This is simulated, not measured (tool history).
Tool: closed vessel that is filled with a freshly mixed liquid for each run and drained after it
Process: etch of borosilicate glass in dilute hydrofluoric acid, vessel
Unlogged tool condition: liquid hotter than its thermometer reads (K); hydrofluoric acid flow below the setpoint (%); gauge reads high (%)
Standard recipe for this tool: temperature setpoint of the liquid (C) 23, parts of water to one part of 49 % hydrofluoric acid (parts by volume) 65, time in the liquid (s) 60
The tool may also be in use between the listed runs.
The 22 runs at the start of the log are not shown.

| run | hour | temperature setpoint of the liquid (C) | parts of water to one part of 49 % hydrofluoric acid (parts by volume) | time in the liquid (s) | wafers since the last listed run | hours since the thermometer was replaced | hours since the hydrofluoric acid flow meter was replaced | hours since the gauge calibration | read-back film thickness of the borosilicate glass reference wafer, read on the same gauge (nm) | thickness taken off the borosilicate glass on a monitor wafer (nm) |
|---|---|---|---|---|---|---|---|---|---|---|
|  | 1793.2 | thermometer replaced |
| 23 | 1878.4 | 19.5 | 75 | 50 | 10456 | 85.2 | 1690.4 | 1569 | 119.96 | 21.28 |
| 24 | 1936.6 | 23 | 65 | 60 | 5784 | 143.4 | 1748.6 | 1627.2 | 120.05 | 34.47 |
| 25 | 2134.8 | 28 | 80 | 85 | 19700 | 341.6 | 1946.8 | 1825.4 | 119.99 | 47.38 |
| 26 | 2238.3 | 23 | 65 | 60 | 10287 | 445.1 | 2050.3 | 1928.9 | 119.99 | 34.38 |
| 27 | 2283.1 | 23 | 55 | 40 | 4452 | 489.9 | 2095.1 | 1973.7 | 120.03 | 27.3 |
| 28 | 2356.3 | 21.5 | 75 | 30 | 7275 | 563.1 | 2168.3 | 2046.9 | 120 | 13.79 |
| 29 | 2445 | 18.5 | 90 | 95 | 8816 | 651.8 | 2257 | 2135.6 | 120.03 | 31.53 |
|  | 2502.3 | hydrofluoric acid flow meter replaced |
| 30 | 2531.3 | 23 | 65 | 60 | 8478 | 738.1 | 29 | 2221.9 | 120.01 | 36.38 |
|  | 2563.3 | thermometer replaced |
| 31 | 2609.6 | 18 | 65 | 60 | 7683 | 46.3 | 107.3 | 2300.2 | 120.03 | 29.36 |

Here are 5 independent what-if runs from the current tool condition. What would each one return?
| A | 2610.3 | 23 | 65 | 60 | 69 | 47 | 108 | 2300.9 | ? | ? |
| B | 2610.3 | 19 | 35 | 60 | 69 | 47 | 108 | 2300.9 | ? | ? |
| C | 2610.3 | 23 | 65 | 45 | 69 | 47 | 108 | 2300.9 | ? | ? |
| D | 2610.3 | 19 | 65 | 60 | 69 | 47 | 108 | 2300.9 | ? | ? |
| E | 2610.3 | 25.5 | 65 | 60 | 69 | 47 | 108 | 2300.9 | ? | ? |

| run | read-back film thickness of the borosilicate glass reference wafer, read on the same gauge (nm) | thickness taken off the borosilicate glass on a monitor wafer (nm) |
|---|---|---|
| A | 119.99 | 36.03 |
| B | 119.99 | 58.68 |
| C | 119.99 | 27.03 |
| D | 119.99 | 30.5 |
| E | 119.99 | 39.88 |
The same runs, with their run-to-run variation unchanged, on a tool lacking any hidden condition would have given:
| run | thickness taken off the borosilicate glass on a monitor wafer (nm) |
|---|---|
| A | 36.25 |
| B | 59.02 |
| C | 27.19 |
| D | 30.68 |
| E | 40.12 |
